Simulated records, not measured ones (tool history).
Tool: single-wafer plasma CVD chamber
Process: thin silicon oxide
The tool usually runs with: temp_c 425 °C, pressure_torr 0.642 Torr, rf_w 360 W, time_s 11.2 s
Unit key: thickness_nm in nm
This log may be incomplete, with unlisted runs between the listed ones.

run    day  temp_c  pressure_torr  rf_w  time_s  wafers since the last listed run  hours since the last thermocouple change  hours since the last RF generator calibration  hours since the last manometer calibration  hours since the showerhead was replaced  hours since the gauge calibration  read-back reference wafer on the same gauge, thickness_nm  thickness_nm
  1      0     435          0.642   360    11.2                                 0                                    1605.8                                         1219.3                                       900.6                                   2618.9                              109.3                                                     15.722        18.978
  2  0.646     435          0.642   360    11.2                               489                                    1621.3                                         1234.8                                       916.1                                   2634.4                              124.8                                                     15.704         19.02
  3  1.392     435          0.642   360    11.2                               565                                    1639.2                                         1252.7                                         934                                   2652.3                              142.7                                                     15.687        19.123
  4    1.7     425          0.642   360    11.2                               233                                    1646.6                                         1260.1                                       941.4                                   2659.7                              150.1                                                     15.692        19.121
     2.908  -- capacitance manometer re-zeroed and calibrated
  5  3.012     425          0.642   360    11.2                               742                                    1678.1                                         1291.6                                         2.5                                   2691.2                              181.6                                                     15.702         18.16
  6  3.288     425          0.642   360    11.2                               208                                    1684.7                                         1298.2                                         9.1                                   2697.8                              188.2                                                     15.699        18.136
  7  3.962     425          0.532   315    11.2                               511                                    1700.9                                         1314.4                                        25.3                                     2714                              204.4                                                     15.709        14.583
     4.417  -- showerhead replaced
     4.512  -- thermocouple changed; heater temperature recalibrated
  8  4.533     425          0.642   360    11.2                               107                                       0.5                                         1328.1                                          39                                      2.8                              218.1                                                     15.715        18.377
  9  4.958     425          0.642   360    11.2                               322                                      10.7                                         1338.3                                        49.2                                       13                              228.3                                                     15.693        18.356
 10  5.333     425          0.642   325    11.2                               284                                      19.7                                         1347.3                                        58.2                                       22                              237.3                                                     15.707        17.787
 11  5.858     425          0.564   415    11.2                               398                                      32.3                                         1359.9                                        70.8                                     34.6                              249.9                                                     15.711        16.717
 12  6.192     425          0.642   420    11.2                               252                                      40.3                                         1367.9                                        78.8                                     42.6                              257.9                                                     15.703        19.099
     6.812  -- RF generator calibrated
 13   6.85     432          0.642   380    10.3                               246                                      56.1                                            0.9                                        94.6                                     58.4                              273.7                                                     15.695        17.108
     7.038  -- gauge calibrated
 14  7.242     434          0.642   360    11.2                               297                                      65.5                                           10.3                                         104                                     67.8                                4.9                                                     15.701        18.423
 15  7.525     419          0.642   360    11.2                               214                                      72.3                                           17.1                                       110.8                                     74.6                               11.7                                                     15.706        18.595
 16  8.208     411          0.735   420    12.4                               518                                      88.7                                           33.5                                       127.2                                       91                               28.1                                                     15.706        24.669
 17  8.508     425          0.642   410     9.5                               227                                      95.9                                           40.7                                       134.4                                     98.2                               35.3                                                     15.713        16.311
 18  8.954     425          0.642   360    11.2                               338                                     106.6                                           51.4                                       145.1                                    108.9                                 46                                                     15.701        18.614

5 ways to go on from here, each from the tool as it stands after run 18. What would each give?
  A  8.971     425          0.642   360    11.2                                12                                       107                                           51.8                                       145.5                                    109.3                               46.4                                                          ?             ?
  B  8.971     425          0.496   325    11.2                                12                                       107                                           51.8                                       145.5                                    109.3                               46.4                                                          ?             ?
  C  8.971     425          0.528   360    11.2                                12                                       107                                           51.8                                       145.5                                    109.3                               46.4                                                          ?             ?
  D  8.971     418          0.541   390     9.2                                12                                       107                                           51.8                                       145.5                                    109.3                               46.4                                                          ?             ?
  E  8.971     425          0.642   360    12.8                                12                                       107                                           51.8                                       145.5                                    109.3                               46.4                                                          ?             ?

run  read-back reference wafer on the same gauge, thickness_nm  thickness_nm
  A                                                     15.708        18.603
  B                                                     15.708        13.992
  C                                                     15.708          15.3
  D                                                     15.708        13.207
  E                                                     15.708        21.252
Take away the tool's hidden state, keep each run's random variation, and the runs would have read:
run  thickness_nm
  A        17.923
  B        13.462
  C         14.72
  D        12.706
  E        20.475

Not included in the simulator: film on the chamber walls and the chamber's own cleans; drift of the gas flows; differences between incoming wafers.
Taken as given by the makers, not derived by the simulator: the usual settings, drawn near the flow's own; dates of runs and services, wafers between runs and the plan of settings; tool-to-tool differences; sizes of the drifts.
